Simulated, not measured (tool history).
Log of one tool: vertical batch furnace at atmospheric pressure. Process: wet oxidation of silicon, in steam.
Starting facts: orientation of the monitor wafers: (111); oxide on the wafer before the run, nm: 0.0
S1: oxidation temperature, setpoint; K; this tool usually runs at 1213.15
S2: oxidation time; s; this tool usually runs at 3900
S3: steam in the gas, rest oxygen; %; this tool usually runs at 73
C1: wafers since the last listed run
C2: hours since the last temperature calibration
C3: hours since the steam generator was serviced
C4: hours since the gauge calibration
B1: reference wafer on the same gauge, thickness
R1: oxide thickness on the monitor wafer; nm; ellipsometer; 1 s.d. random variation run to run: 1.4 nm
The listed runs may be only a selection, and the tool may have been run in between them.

| run | hour | S1 | S2 | S3 | C1 | C2 | C3 | C4 | B1 | R1 |
|---|---|---|---|---|---|---|---|---|---|---|
| 1 | 0 | 1213.15 | 3900 | 73 | 0 | 1792 | 1460.8 | 695.1 | 250.95 | 245.58 |
| 2 | 15.4 | 1213.15 | 3900 | 73 | 246 | 1807.4 | 1476.2 | 710.5 | 249.79 | 245.56 |
| 3 | 36 | 1213.15 | 3900 | 73 | 329 | 1828 | 1496.8 | 731.1 | 249.55 | 245.14 |
| 4 | 62.9 | 1213.15 | 3900 | 73 | 430 | 1854.9 | 1523.7 | 758 | 250.44 | 245.47 |
| 5 | 98.7 | 1213.15 | 3900 | 76 | 572 | 1890.7 | 1559.5 | 793.8 | 250.17 | 252.3 |
| 6 | 128.9 | 1213.15 | 3900 | 76 | 482 | 1920.9 | 1589.7 | 824 | 249.46 | 252 |
| 7 | 149 | 1213.15 | 3900 | 73 | 321 | 1941 | 1609.8 | 844.1 | 250.27 | 242.95 |
| 8 | 181.4 | 1213.15 | 3900 | 73 | 517 | 1973.4 | 1642.2 | 876.5 | 250.39 | 243.3 |
| 9 | 198.1 | 1213.15 | 3900 | 73 | 266 | 1990.1 | 1658.9 | 893.2 | 249.86 | 244.37 |
| 10 | 214.3 | 1213.15 | 3900 | 69 | 258 | 2006.3 | 1675.1 | 909.4 | 249.92 | 232.5 |
| 11 | 246.5 | 1213.15 | 3900 | 69 | 514 | 2038.5 | 1707.3 | 941.6 | 250.43 | 232.96 |
| 12 | 279.7 | 1213.15 | 3900 | 73 | 530 | 2071.7 | 1740.5 | 974.8 | 250.07 | 244.87 |
| 13 | 292 | 1213.15 | 3900 | 73 | 196 | 2084 | 1752.8 | 987.1 | 250.94 | 242.66 |
|  | 340.5 | steam generator serviced |
| 14 | 341 | 1213.15 | 3900 | 73 | 399 | 2133 | 0.5 | 1036.1 | 249.86 | 256.84 |
| 15 | 348.2 | 1213.15 | 3900 | 73 | 115 | 2140.2 | 7.7 | 1043.3 | 249.67 | 255.62 |
| 16 | 370.8 | 1213.15 | 3900 | 63 | 361 | 2162.8 | 30.3 | 1065.9 | 249.97 | 230.67 |
| 17 | 393.2 | 1213.15 | 3060 | 63 | 358 | 2185.2 | 52.7 | 1088.3 | 249.85 | 193.64 |
|  | 422.9 | thermocouples replaced and temperature profile calibrated |
| 18 | 423.4 | 1213.15 | 3900 | 73 | 99 | 0.5 | 82.9 | 1118.5 | 250.09 | 255.53 |
| 19 | 442.2 | 1213.15 | 3900 | 73 | 300 | 19.3 | 101.7 | 1137.3 | 249.69 | 257.71 |
| 20 | 456.2 | 1213.15 | 3900 | 79 | 223 | 33.3 | 115.7 | 1151.3 | 249.34 | 273.05 |
| 21 | 476.6 | 1223.15 | 2820 | 65 | 326 | 53.7 | 136.1 | 1171.7 | 249.59 | 199.23 |
| 22 | 498.4 | 1194.15 | 3900 | 73 | 348 | 75.5 | 157.9 | 1193.5 | 250.48 | 217.34 |
| 23 | 519.8 | 1223.15 | 3900 | 73 | 342 | 96.9 | 179.3 | 1214.9 | 249.58 | 282.17 |
| 24 | 545.3 | 1190.15 | 3900 | 73 | 407 | 122.4 | 204.8 | 1240.4 | 250.5 | 210.54 |
| 25 | 578.8 | 1234.15 | 3900 | 69 | 535 | 155.9 | 238.3 | 1273.9 | 249.98 | 292.92 |
|  | 603.7 | gauge calibrated |
| 26 | 610.4 | 1237.15 | 4470 | 69 | 505 | 187.5 | 269.9 | 6.7 | 249.86 | 328.38 |
| 27 | 636.7 | 1213.15 | 3900 | 73 | 420 | 213.8 | 296.2 | 33 | 249.91 | 256.07 |
| 28 | 659.7 | 1222.15 | 2640 | 73 | 367 | 236.8 | 319.2 | 56 | 249.37 | 204.75 |
| 29 | 686.3 | 1213.15 | 2460 | 73 | 425 | 263.4 | 345.8 | 82.6 | 249.77 | 181.04 |
| 30 | 715.3 | 1196.15 | 4680 | 77 | 463 | 292.4 | 374.8 | 111.6 | 250.13 | 267.42 |
| 31 | 747.9 | 1221.15 | 3150 | 80 | 521 | 325 | 407.4 | 144.2 | 250.3 | 251.45 |
| 32 | 764.2 | 1213.15 | 4980 | 73 | 260 | 341.3 | 423.7 | 160.5 | 250.23 | 305.83 |
| 33 | 793.7 | 1213.15 | 3900 | 73 | 471 | 370.8 | 453.2 | 190 | 249.73 | 257.97 |
| 34 | 827.1 | 1213.15 | 3900 | 73 | 533 | 404.2 | 486.6 | 223.4 | 250.03 | 257.38 |
| 35 | 929.6 | 1213.15 | 3900 | 83 | 1638 | 506.7 | 589.1 | 325.9 | 250.52 | 281.86 |
| 36 | 942.2 | 1213.15 | 3900 | 73 | 201 | 519.3 | 601.7 | 338.5 | 250.05 | 255.39 |
| 37 | 964.5 | 1224.15 | 3900 | 82 | 356 | 541.6 | 624 | 360.8 | 250.89 | 303.51 |

How would selected steps in R1 from run to run divide? Give the signed amount a tool lacking its hidden state would still show from settings, what came in and random variation, and the signed amount left for the hidden state, including any gauge scatter that is not in both of the compared results.
The hidden state here: true tube temperature minus thermocouple reading, K; steam share off its setpoint, % of the setpoint; gauge reads high (%).
Run 4 -> 5: S3 73 -> 76. R1 +6.83 nm: hidden state -0.8, all else +7.63.
Run 11 -> 12: S3 69 -> 73. R1 +11.91 nm: hidden state -1.18, all else +13.09.
Run 13 -> 14: steam generator serviced. R1 +14.18 nm: hidden state +15.59, all else -1.41.
Run 20 -> 21: S1 1213.15 -> 1223.15, S2 3900 -> 2820, S3 79 -> 65. R1 -73.82 nm: hidden state +0.1, all else -73.92.
Run 24 -> 25: S1 1190.15 -> 1234.15, S3 73 -> 69. R1 +82.38 nm: hidden state -0.2, all else +82.58.
Run 29 -> 30: S1 1213.15 -> 1196.15, S2 2460 -> 4680, S3 73 -> 77. R1 +86.38 nm: hidden state -0.37, all else +86.75.

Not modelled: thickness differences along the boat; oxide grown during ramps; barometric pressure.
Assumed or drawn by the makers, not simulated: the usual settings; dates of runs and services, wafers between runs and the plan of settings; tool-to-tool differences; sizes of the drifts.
